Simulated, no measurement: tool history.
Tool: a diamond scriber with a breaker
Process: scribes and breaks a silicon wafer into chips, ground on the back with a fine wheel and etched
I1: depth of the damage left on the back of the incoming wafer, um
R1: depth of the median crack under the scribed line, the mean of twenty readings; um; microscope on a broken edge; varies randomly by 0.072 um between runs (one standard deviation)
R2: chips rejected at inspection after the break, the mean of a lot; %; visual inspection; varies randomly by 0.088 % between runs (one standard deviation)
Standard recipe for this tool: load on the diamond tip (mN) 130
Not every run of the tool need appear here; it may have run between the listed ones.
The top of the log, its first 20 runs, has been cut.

{"run": 21, "hour": 229.7, "load on the diamond tip (mN)": 111, "I1": 0.33, "R1": 6.97, "R2": 9.32}
{"run": 22, "hour": 244.4, "load on the diamond tip (mN)": 117, "I1": 0.65, "R1": 7.21, "R2": 7.42}
{"run": 23, "hour": 258.8, "load on the diamond tip (mN)": 147, "I1": 0.59, "R1": 8.68, "R2": 1.49}
{"run": 24, "hour": 271.5, "load on the diamond tip (mN)": 114, "I1": 0.68, "R1": 7.1, "R2": 9.45}
{"run": 25, "hour": 289.3, "load on the diamond tip (mN)": 130, "I1": 0.48, "R1": 7.85, "R2": 3.29}
{"run": 26, "hour": 302.8, "load on the diamond tip (mN)": 154, "I1": 0.62, "R1": 9.01, "R2": 1.63}
{"run": 27, "hour": 325.2, "load on the diamond tip (mN)": 144, "I1": 0.73, "R1": 8.48, "R2": 1.8}
{"run": 28, "hour": 342.2, "load on the diamond tip (mN)": 108, "I1": 0.4, "R1": 6.77, "R2": 13.09}
{"run": 29, "hour": 353.3, "load on the diamond tip (mN)": 101, "I1": 0.4, "R1": 6.37, "R2": 17.4}
{"run": 30, "hour": 363.8, "load on the diamond tip (mN)": 103, "I1": 0.45, "R1": 6.59, "R2": 15.36}
{"run": 31, "hour": 380.9, "load on the diamond tip (mN)": 130, "I1": 0.46, "R1": 7.96, "R2": 3.15}
{"run": 32, "hour": 397.7, "load on the diamond tip (mN)": 156, "I1": 0.39, "R1": 9.13, "R2": 1.99}
{"run": 33, "hour": 413.9, "load on the diamond tip (mN)": 161, "I1": 0.55, "R1": 9.38, "R2": 2.05}
{"hour": 418.8, "done": "diamond tip replaced by a new one"}
{"run": 34, "hour": 427.6, "load on the diamond tip (mN)": 166, "I1": 0.71, "R1": 10.89, "R2": 7.25}
{"run": 35, "hour": 441.6, "load on the diamond tip (mN)": 149, "I1": 0.74, "R1": 9.78, "R2": 3.44}
{"run": 36, "hour": 452.6, "load on the diamond tip (mN)": 111, "I1": 0.69, "R1": 7.65, "R2": 4.16}
{"run": 37, "hour": 469.6, "load on the diamond tip (mN)": 153, "I1": 0.47, "R1": 9.92, "R2": 4.03}
{"run": 38, "hour": 480.2, "load on the diamond tip (mN)": 109, "I1": 0.8, "R1": 7.53, "R2": 6.02}
{"run": 39, "hour": 502.4, "load on the diamond tip (mN)": 99, "I1": 0.31, "R1": 6.84, "R2": 10.53}
{"run": 40, "hour": 516.0, "load on the diamond tip (mN)": 101, "I1": 0.45, "R1": 6.97, "R2": 9.35}
{"run": 41, "hour": 539.2, "load on the diamond tip (mN)": 148, "I1": 0.69, "R1": 9.37, "R2": 2.59}
{"run": 42, "hour": 556.2, "load on the diamond tip (mN)": 100, "I1": 0.5, "R1": 6.94, "R2": 9.93}
{"run": 43, "hour": 569.4, "load on the diamond tip (mN)": 143, "I1": 0.78, "R1": 9.25, "R2": 1.93}

Branching from run 43: 3 alternative next runs. What would each branch give?
{"run": "A", "hour": 570.0, "load on the diamond tip (mN)": 105, "I1": 0.65, "R1": "?", "R2": "?"}
{"run": "B", "hour": 570.0, "load on the diamond tip (mN)": 168, "I1": 0.65, "R1": "?", "R2": "?"}
{"run": "C", "hour": 570.0, "load on the diamond tip (mN)": 152, "I1": 0.65, "R1": "?", "R2": "?"}

run=A R1=7.18 R2=8.16
run=B R1=10.49 R2=6.06
run=C R1=9.7 R2=2.94
The same runs, with their run-to-run variation unchanged, on a tool lacking any hidden condition would have given:
run=A R1=7.41 R2=6.39
run=B R1=10.82 R2=7.78
run=C R1=10.01 R2=3.98
